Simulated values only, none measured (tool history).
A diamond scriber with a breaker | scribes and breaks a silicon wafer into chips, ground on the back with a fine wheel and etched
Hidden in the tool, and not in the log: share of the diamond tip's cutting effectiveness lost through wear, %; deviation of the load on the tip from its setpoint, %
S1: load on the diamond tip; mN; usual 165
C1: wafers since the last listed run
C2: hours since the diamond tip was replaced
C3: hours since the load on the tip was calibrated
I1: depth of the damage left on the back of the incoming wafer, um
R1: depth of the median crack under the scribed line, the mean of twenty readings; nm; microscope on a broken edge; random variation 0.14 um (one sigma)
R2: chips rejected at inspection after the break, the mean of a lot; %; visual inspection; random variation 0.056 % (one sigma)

{"run": 1, "hour": 0.0, "S1": 129, "C1": 0, "C2": 520.7, "C3": 1232.9, "I1": 0.66, "R1": 10940, "R2": 4.89}
{"run": 2, "hour": 35.0, "S1": 126, "C1": 186, "C2": 555.7, "C3": 1267.9, "I1": 0.54, "R1": 10600, "R2": 6.01}
{"run": 3, "hour": 74.2, "S1": 126, "C1": 208, "C2": 594.9, "C3": 1307.1, "I1": 0.66, "R1": 10880, "R2": 5.79}
{"run": 4, "hour": 98.4, "S1": 165, "C1": 128, "C2": 619.1, "C3": 1331.3, "I1": 0.34, "R1": 13170, "R2": 1.05}
{"run": 5, "hour": 148.5, "S1": 165, "C1": 266, "C2": 669.2, "C3": 1381.4, "I1": 0.36, "R1": 13260, "R2": 1.08}
{"run": 6, "hour": 190.8, "S1": 165, "C1": 225, "C2": 711.5, "C3": 1423.7, "I1": 0.45, "R1": 13140, "R2": 1.07}
{"run": 7, "hour": 242.4, "S1": 204, "C1": 274, "C2": 763.1, "C3": 1475.3, "I1": 0.32, "R1": 15460, "R2": 3.38}
{"run": 8, "hour": 270.1, "S1": 204, "C1": 147, "C2": 790.8, "C3": 1503.0, "I1": 0.6, "R1": 15210, "R2": 3.05}
{"run": 9, "hour": 309.6, "S1": 149, "C1": 210, "C2": 830.3, "C3": 1542.5, "I1": 0.43, "R1": 12050, "R2": 2.61}
{"run": 10, "hour": 346.5, "S1": 165, "C1": 196, "C2": 867.2, "C3": 1579.4, "I1": 0.46, "R1": 12860, "R2": 1.18}
{"hour": 367.1, "done": "diamond tip replaced by a new one"}
{"run": 11, "hour": 377.5, "S1": 165, "C1": 154, "C2": 10.4, "C3": 1610.4, "I1": 0.73, "R1": 14650, "R2": 2.36}
{"run": 12, "hour": 439.6, "S1": 195, "C1": 330, "C2": 72.5, "C3": 1672.5, "I1": 0.38, "R1": 16840, "R2": 7.17}
{"run": 13, "hour": 471.3, "S1": 165, "C1": 168, "C2": 104.2, "C3": 1704.2, "I1": 0.64, "R1": 14560, "R2": 1.92}
{"run": 14, "hour": 523.4, "S1": 146, "C1": 277, "C2": 156.3, "C3": 1756.3, "I1": 0.55, "R1": 13050, "R2": 1.08}
{"run": 15, "hour": 550.7, "S1": 165, "C1": 145, "C2": 183.6, "C3": 1783.6, "I1": 0.59, "R1": 14480, "R2": 1.93}
{"run": 16, "hour": 621.4, "S1": 121, "C1": 376, "C2": 254.3, "C3": 1854.3, "I1": 0.48, "R1": 11060, "R2": 4.93}
{"run": 17, "hour": 647.9, "S1": 212, "C1": 141, "C2": 280.8, "C3": 1880.8, "I1": 0.55, "R1": 17230, "R2": 8.66}
{"run": 18, "hour": 713.4, "S1": 140, "C1": 348, "C2": 346.3, "C3": 1946.3, "I1": 0.41, "R1": 12240, "R2": 1.76}
{"hour": 721.0, "done": "load on the tip recalibrated"}
{"run": 19, "hour": 773.4, "S1": 128, "C1": 309, "C2": 406.3, "C3": 52.4, "I1": 0.64, "R1": 10280, "R2": 8.89}
{"run": 20, "hour": 835.1, "S1": 165, "C1": 328, "C2": 468.0, "C3": 114.1, "I1": 0.44, "R1": 12580, "R2": 1.44}
{"run": 21, "hour": 876.4, "S1": 152, "C1": 220, "C2": 509.3, "C3": 155.4, "I1": 0.48, "R1": 11910, "R2": 2.61}
{"run": 22, "hour": 904.1, "S1": 200, "C1": 147, "C2": 537.0, "C3": 183.1, "I1": 0.43, "R1": 14590, "R2": 2.19}

Forecast each of these 3 alternatives for the next run:
{"run": "A", "hour": 904.6, "S1": 165, "C1": 2, "C2": 537.5, "C3": 183.6, "I1": 0.73, "R1": "?", "R2": "?"}
{"run": "B", "hour": 904.6, "S1": 213, "C1": 2, "C2": 537.5, "C3": 183.6, "I1": 0.73, "R1": "?", "R2": "?"}
{"run": "C", "hour": 904.6, "S1": 127, "C1": 2, "C2": 537.5, "C3": 183.6, "I1": 0.73, "R1": "?", "R2": "?"}

run=A R1=12650 R2=1.42
run=B R1=15450 R2=3.49
run=C R1=10200 R2=8.80
Without the tool's hidden state the same runs would have given:
run=A R1=13330 R2=1.11
run=B R1=16280 R2=5.43
run=C R1=10750 R2=6.15

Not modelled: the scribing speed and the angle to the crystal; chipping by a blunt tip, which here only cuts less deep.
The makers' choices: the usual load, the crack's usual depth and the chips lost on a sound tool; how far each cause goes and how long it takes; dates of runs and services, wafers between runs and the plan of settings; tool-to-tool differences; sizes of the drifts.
